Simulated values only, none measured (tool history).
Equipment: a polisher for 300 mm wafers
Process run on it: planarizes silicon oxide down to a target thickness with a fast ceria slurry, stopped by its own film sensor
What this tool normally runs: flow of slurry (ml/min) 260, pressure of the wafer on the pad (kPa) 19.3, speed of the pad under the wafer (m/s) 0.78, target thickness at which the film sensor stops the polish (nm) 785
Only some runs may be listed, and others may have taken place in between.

| run | hour | flow of slurry (ml/min) | pressure of the wafer on the pad (kPa) | speed of the pad under the wafer (m/s) | target thickness at which the film sensor stops the polish (nm) | wafers since the last listed run | wafers polished on this pad | hours since the slurry nozzle was cleaned | hours since the head pressure was calibrated | incoming thickness of the incoming film, nm | time until the film sensor stopped the polish (s) |
|---|---|---|---|---|---|---|---|---|---|---|---|
| 1 | 0.0 | 260 | 19.3 | 0.78 | 1035 | 0 | 6736 | 439.7 | 551.1 | 1696.9 | 61.3 |
|  | 7.5 | worn pad replaced by a new one |
| 2 | 71.2 | 260 | 19.3 | 0.78 | 1035 | 825 | 782 | 510.9 | 622.3 | 1710.5 | 63.2 |
|  | 114.9 | slurry nozzle cleaned |
| 3 | 135.9 | 260 | 19.3 | 0.78 | 785 | 782 | 1565 | 21.0 | 687.0 | 1690.4 | 80.4 |
|  | 163.8 | head pressure recalibrated |
| 4 | 178.1 | 260 | 19.3 | 0.78 | 785 | 494 | 2059 | 63.2 | 14.3 | 1692.4 | 71.5 |
| 5 | 270.8 | 260 | 19.3 | 0.78 | 785 | 1139 | 3199 | 155.9 | 107.0 | 1694.6 | 76.1 |
| 6 | 323.7 | 260 | 19.3 | 0.78 | 785 | 650 | 3849 | 208.8 | 159.9 | 1702.9 | 76.2 |
| 7 | 368.6 | 260 | 19.3 | 0.78 | 785 | 551 | 4401 | 253.7 | 204.8 | 1707.9 | 76.6 |
| 8 | 405.8 | 260 | 19.3 | 0.78 | 785 | 457 | 4858 | 290.9 | 242.0 | 1719.3 | 79.2 |
| 9 | 454.0 | 260 | 19.3 | 0.78 | 785 | 592 | 5450 | 339.1 | 290.2 | 1724.1 | 81.2 |
| 10 | 536.1 | 260 | 19.3 | 0.78 | 940 | 1009 | 6459 | 421.2 | 372.3 | 1685.8 | 65.0 |
|  | 586.9 | slurry nozzle cleaned |
|  | 591.3 | worn pad replaced by a new one |
| 11 | 644.0 | 260 | 19.3 | 0.78 | 785 | 1264 | 647 | 57.1 | 480.2 | 1705.6 | 81.0 |
| 12 | 733.2 | 260 | 19.3 | 0.78 | 785 | 1096 | 1743 | 146.3 | 569.4 | 1702.3 | 80.9 |
| 13 | 819.6 | 260 | 19.3 | 0.78 | 785 | 1061 | 2805 | 232.7 | 655.8 | 1661.6 | 77.5 |
| 14 | 879.4 | 260 | 19.3 | 0.78 | 918 | 734 | 3540 | 292.5 | 715.6 | 1695.2 | 70.0 |
|  | 903.6 | head pressure recalibrated |
| 15 | 936.6 | 260 | 19.3 | 0.78 | 785 | 678 | 4219 | 349.7 | 33.0 | 1704.5 | 73.7 |
| 16 | 1018.2 | 260 | 19.3 | 0.78 | 785 | 1002 | 5222 | 431.3 | 114.6 | 1719.6 | 79.1 |
|  | 1092.7 | worn pad replaced by a new one |
|  | 1112.2 | slurry nozzle cleaned |
| 17 | 1119.7 | 260 | 19.3 | 0.78 | 785 | 1186 | 319 | 7.5 | 216.1 | 1699.8 | 73.3 |
| 18 | 1186.9 | 260 | 19.3 | 0.78 | 785 | 825 | 1145 | 74.7 | 283.3 | 1689.0 | 73.2 |
| 19 | 1255.8 | 260 | 19.3 | 0.78 | 785 | 846 | 1992 | 143.6 | 352.2 | 1664.9 | 75.0 |
| 20 | 1344.4 | 260 | 19.3 | 0.78 | 785 | 1088 | 3081 | 232.2 | 440.8 | 1688.2 | 74.1 |
| 21 | 1398.3 | 260 | 19.3 | 0.78 | 785 | 662 | 3743 | 286.1 | 494.7 | 1699.4 | 79.9 |
| 22 | 1475.0 | 300 | 19.3 | 0.78 | 1010 | 942 | 4686 | 362.8 | 571.4 | 1702.5 | 59.7 |
| 23 | 1529.1 | 260 | 19.3 | 0.92 | 982 | 664 | 5351 | 416.9 | 625.5 | 1704.0 | 55.9 |
|  | 1624.6 | slurry nozzle cleaned |
|  | 1643.4 | head pressure recalibrated |
|  | 1680.0 | worn pad replaced by a new one |
| 24 | 1684.2 | 260 | 24.1 | 0.78 | 785 | 1820 | 51 | 59.6 | 40.8 | 1710.5 | 58.1 |
| 25 | 1730.5 | 335 | 17.2 | 1.04 | 959 | 569 | 620 | 105.9 | 87.1 | 1693.3 | 50.6 |
| 26 | 1804.9 | 260 | 23.4 | 0.78 | 525 | 914 | 1535 | 180.3 | 161.5 | 1674.6 | 79.3 |
| 27 | 1846.7 | 260 | 22.1 | 0.60 | 1102 | 513 | 2048 | 222.1 | 203.3 | 1683.2 | 50.6 |
| 28 | 1896.8 | 305 | 15.2 | 1.00 | 785 | 615 | 2664 | 272.2 | 253.4 | 1694.8 | 79.5 |
| 29 | 1945.8 | 260 | 19.3 | 0.78 | 785 | 602 | 3266 | 321.2 | 302.4 | 1702.6 | 82.0 |
| 30 | 2001.8 | 330 | 24.1 | 0.90 | 785 | 688 | 3955 | 377.2 | 358.4 | 1687.4 | 55.9 |
| 31 | 2055.1 | 320 | 22.1 | 0.78 | 785 | 655 | 4610 | 430.5 | 411.7 | 1665.5 | 66.2 |
| 32 | 2142.5 | 260 | 19.3 | 0.78 | 655 | 1074 | 5684 | 517.9 | 499.1 | 1726.0 | 97.7 |
|  | 2157.2 | slurry nozzle cleaned |
|  | 2160.9 | worn pad replaced by a new one |
| 33 | 2237.0 | 260 | 19.3 | 0.78 | 785 | 1103 | 934 | 79.8 | 593.6 | 1689.6 | 75.6 |
| 34 | 2312.3 | 260 | 19.3 | 0.78 | 785 | 925 | 1860 | 155.1 | 668.9 | 1690.4 | 80.0 |
| 35 | 2411.3 | 290 | 24.8 | 0.98 | 691 | 1216 | 3077 | 254.1 | 767.9 | 1734.5 | 58.4 |

Below, some changes in time until the film sensor stopped the polish (s) between adjacent runs. For each, the amount present without the hidden state too (settings, incoming material, random variation) and the amount remaining for the hidden state with gauge scatter not shared by both compared results:
The tool's hidden condition here consists of: removal rate lost through wear of the pad, %; slurry flow missing at the pad, %; deviation of the head's pressure from its setpoint, %.
Run 3 -> 4: head pressure recalibrated. time until the film sensor stopped the polish (s) -8.9: hidden state -9.5, all else +0.6.
Run 25 -> 26: flow of slurry (ml/min) 335 -> 260, pressure of the wafer on the pad (kPa) 17.2 -> 23.4, speed of the pad under the wafer (m/s) 1.04 -> 0.78, target thickness at which the film sensor stops the polish (nm) 959 -> 525. time until the film sensor stopped the polish (s) +28.7: hidden state +4.3, all else +24.4.
Run 27 -> 28: flow of slurry (ml/min) 260 -> 305, pressure of the wafer on the pad (kPa) 22.1 -> 15.2, speed of the pad under the wafer (m/s) 0.60 -> 1.00, target thickness at which the film sensor stops the polish (nm) 1102 -> 785. time until the film sensor stopped the polish (s) +28.9: hidden state +3.8, all else +25.1.
Run 31 -> 32: flow of slurry (ml/min) 320 -> 260, pressure of the wafer on the pad (kPa) 22.1 -> 19.3, target thickness at which the film sensor stops the polish (nm) 785 -> 655. time until the film sensor stopped the polish (s) +31.5: hidden state +8.7, all else +22.8.
Run 32 -> 33: target thickness at which the film sensor stops the polish (nm) 655 -> 785, slurry nozzle cleaned, worn pad replaced by a new one. time until the film sensor stopped the polish (s) -22.1: hidden state -9.6, all else -12.5.
